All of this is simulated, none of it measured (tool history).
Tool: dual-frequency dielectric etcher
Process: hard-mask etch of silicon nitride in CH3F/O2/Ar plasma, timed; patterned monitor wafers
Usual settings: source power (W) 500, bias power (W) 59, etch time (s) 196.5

| run | day | source power (W) | bias power (W) | etch time (s) | read-back reference wafer on the same gauge, depth_nm | mean etch depth across the wafer (angstrom) |
|---|---|---|---|---|---|---|
| 1 | 0.000 | 450 | 59 | 196.5 | 188.0 | 1516 |
| 2 | 1.600 | 450 | 59 | 196.5 | 188.1 | 1521 |
| 3 | 4.092 | 500 | 59 | 196.5 | 188.1 | 1582 |
| 4 | 7.554 | 590 | 55 | 196.5 | 187.9 | 1640 |
|  | 10.783 | wet clean of the chamber |
| 5 | 11.954 | 590 | 55 | 196.5 | 187.9 | 1641 |
| 6 | 14.696 | 530 | 59 | 149.5 | 188.2 | 1222 |
| 7 | 16.208 | 500 | 59 | 227.5 | 188.0 | 1829 |
| 8 | 17.846 | 460 | 59 | 232.5 | 188.3 | 1808 |
| 9 | 19.975 | 460 | 59 | 232.5 | 187.9 | 1809 |

Run 10 comes next. What will it give?
|  | 20.154 | bias power generator calibrated |
|  | 23.271 | gauge calibrated |
| 10 | 23.754 | 500 | 59 | 196.5 | ? | ? |

Run 10 gave read-back reference wafer on the same gauge, depth_nm 188.0, mean etch depth across the wafer (angstrom) 1605.
Without the tool's hidden state the same run would have given mean etch depth across the wafer (angstrom) 1600.

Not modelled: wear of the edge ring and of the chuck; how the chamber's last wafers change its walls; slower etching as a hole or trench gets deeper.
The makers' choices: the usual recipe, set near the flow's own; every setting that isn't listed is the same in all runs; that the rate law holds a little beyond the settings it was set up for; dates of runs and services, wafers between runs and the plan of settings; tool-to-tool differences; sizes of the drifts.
